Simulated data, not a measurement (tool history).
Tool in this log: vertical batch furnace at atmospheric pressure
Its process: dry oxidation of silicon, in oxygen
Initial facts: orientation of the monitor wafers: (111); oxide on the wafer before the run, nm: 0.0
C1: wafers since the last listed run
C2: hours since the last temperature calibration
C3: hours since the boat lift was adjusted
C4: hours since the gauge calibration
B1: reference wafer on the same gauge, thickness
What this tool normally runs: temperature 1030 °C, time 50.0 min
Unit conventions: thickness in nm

Run 1, day 0.000: usual settings but temperature 1023 °C; C1 0; C2 4020.6; C3 1818.3; C4 304.9; B1 61.00. Result: thickness 69.81 nm.
Run 2, day 1.400: usual settings but temperature 1023 °C; C1 515; C2 4054.2; C3 1851.9; C4 338.5; B1 61.00. Result: thickness 69.74 nm.
Run 3, day 2.883: usual settings but temperature 1023 °C; C1 545; C2 4089.8; C3 1887.5; C4 374.1; B1 61.00. Result: thickness 69.67 nm.
Run 4, day 4.079: usual settings but time 57.5 min; C1 440; C2 4118.5; C3 1916.2; C4 402.8; B1 60.99. Result: thickness 80.26 nm.
Run 5, day 4.996: usual settings but time 57.5 min; C1 337; C2 4140.5; C3 1938.2; C4 424.8; B1 61.00. Result: thickness 80.15 nm.
Run 6, day 6.283: usual settings but time 57.5 min; C1 473; C2 4171.4; C3 1969.1; C4 455.7; B1 60.97. Result: thickness 80.09 nm.
Run 7, day 7.204: usual settings but temperature 1022 °C; C1 338; C2 4193.5; C3 1991.2; C4 477.8; B1 60.99. Result: thickness 69.17 nm.
Run 8, day 8.412: usual settings but temperature 1022 °C; C1 444; C2 4222.5; C3 2020.2; C4 506.8; B1 61.01. Result: thickness 69.23 nm.
Run 9, day 8.983: usual settings; C1 210; C2 4236.2; C3 2033.9; C4 520.5; B1 60.98. Result: thickness 73.10 nm.
Run 10, day 10.171: usual settings; C1 437; C2 4264.7; C3 2062.4; C4 549.0; B1 60.98. Result: thickness 73.12 nm.
Run 11, day 11.204: usual settings; C1 380; C2 4289.5; C3 2087.2; C4 573.8; B1 60.98. Result: thickness 72.85 nm.
At day 13.312: boat lift adjusted.
Run 12, day 13.333: usual settings; C1 415; C2 4340.6; C3 0.5; C4 624.9; B1 60.96. Result: thickness 75.07 nm.
Run 13, day 13.554: usual settings; C1 81; C2 4345.9; C3 5.8; C4 630.2; B1 61.01. Result: thickness 74.80 nm.
Run 14, day 14.592: usual settings but temperature 1018 °C, time 63.0 min; C1 381; C2 4370.8; C3 30.7; C4 655.1; B1 60.99. Result: thickness 80.33 nm.
Run 15, day 15.596: usual settings but temperature 1018 °C, time 63.0 min; C1 369; C2 4394.9; C3 54.8; C4 679.2; B1 60.98. Result: thickness 80.38 nm.
Run 16, day 16.138: usual settings but temperature 1018 °C, time 63.0 min; C1 199; C2 4407.9; C3 67.8; C4 692.2; B1 61.01. Result: thickness 80.23 nm.
Run 17, day 17.396: usual settings; C1 463; C2 4438.1; C3 98.0; C4 722.4; B1 61.02. Result: thickness 74.93 nm.
Run 18, day 18.542: usual settings but temperature 1007 °C; C1 421; C2 4465.6; C3 125.5; C4 749.9; B1 61.00. Result: thickness 63.11 nm.
Run 19, day 19.125: usual settings but temperature 1012 °C; C1 214; C2 4479.6; C3 139.5; C4 763.9; B1 61.00. Result: thickness 65.70 nm.
Run 20, day 19.712: usual settings but temperature 1046 °C; C1 216; C2 4493.7; C3 153.6; C4 778.0; B1 60.99. Result: thickness 82.31 nm.
Run 21, day 21.196: usual settings but temperature 1016 °C, time 59.0 min; C1 545; C2 4529.3; C3 189.2; C4 813.6; B1 60.95. Result: thickness 75.69 nm.
Run 22, day 22.688: usual settings but temperature 1041 °C, time 41.5 min; C1 548; C2 4565.1; C3 225.0; C4 849.4; B1 61.00. Result: thickness 70.92 nm.
At day 23.800: thermocouples replaced and temperature profile calibrated.
Run 23, day 24.025: usual settings; C1 124; C2 5.4; C3 257.1; C4 881.5; B1 60.98. Result: thickness 74.66 nm.
Run 24, day 25.300: usual settings but temperature 1013 °C, time 64.0 min; C1 469; C2 36.0; C3 287.7; C4 912.1; B1 61.01. Result: thickness 78.07 nm.
At day 25.442: gauge calibrated.
Run 25, day 25.967: usual settings but temperature 1022 °C; C1 245; C2 52.0; C3 303.7; C4 12.6; B1 61.00. Result: thickness 70.69 nm.
Run 26, day 26.783: usual settings but temperature 1023 °C, time 65.5 min; C1 300; C2 71.6; C3 323.3; C4 32.2; B1 61.00. Result: thickness 85.01 nm.
Run 27, day 27.417: usual settings but temperature 1054 °C, time 26.5 min; C1 233; C2 86.8; C3 338.5; C4 47.4; B1 61.00. Result: thickness 57.20 nm.
Run 28, day 28.200: usual settings but temperature 1011 °C, time 56.5 min; C1 288; C2 105.6; C3 357.3; C4 66.2; B1 61.01. Result: thickness 70.49 nm.
Run 29, day 29.100: usual settings but temperature 1018 °C, time 63.0 min; C1 331; C2 127.2; C3 378.9; C4 87.8; B1 60.95. Result: thickness 79.93 nm.
Run 30, day 29.871: usual settings but temperature 1041 °C; C1 283; C2 145.7; C3 397.4; C4 106.3; B1 61.02. Result: thickness 79.60 nm.
Run 31, day 30.458: usual settings but temperature 1014 °C, time 35.0 min; C1 216; C2 159.8; C3 411.5; C4 120.4; B1 61.00. Result: thickness 52.74 nm.
Run 32, day 34.275: usual settings but time 67.0 min; C1 1404; C2 251.4; C3 503.1; C4 212.0; B1 60.99. Result: thickness 89.69 nm.
Run 33, day 35.042: usual settings but temperature 1008 °C, time 29.0 min; C1 282; C2 269.8; C3 521.5; C4 230.4; B1 60.98. Result: thickness 44.20 nm.
Run 34, day 35.717: usual settings but temperature 1049 °C, time 71.0 min; C1 248; C2 286.0; C3 537.7; C4 246.6; B1 61.01. Result: thickness 104.22 nm.
Run 35, day 36.850: usual settings but temperature 1038 °C; C1 417; C2 313.2; C3 564.9; C4 273.8; B1 61.01. Result: thickness 77.73 nm.

A few steps of thickness between consecutive runs. Split each: what settings, incoming material and random variation would produce without the hidden state, and what is left over for the hidden state, along with gauge scatter present in only one of the two compared results (measured, and without hidden state):
What the log doesn't record here: true tube temperature minus thermocouple reading, K; monitor wafer colder than the profiled boat position, K; gauge reads high (%).
Run 11 -> 12: boat lift adjusted. thickness +2.22 nm: hidden state +1.81, all else +0.41.
Run 31 -> 32: temperature 1014 -> 1030, time 35.0 -> 67.0. thickness +36.95 nm: hidden state -0.28, all else +37.23.
Run 32 -> 33: temperature 1030 -> 1008, time 67.0 -> 29.0. thickness -45.49 nm: hidden state +0.26, all else -45.75.
Run 33 -> 34: temperature 1008 -> 1049, time 29.0 -> 71.0. thickness +60.02 nm: hidden state -0.38, all else +60.40.
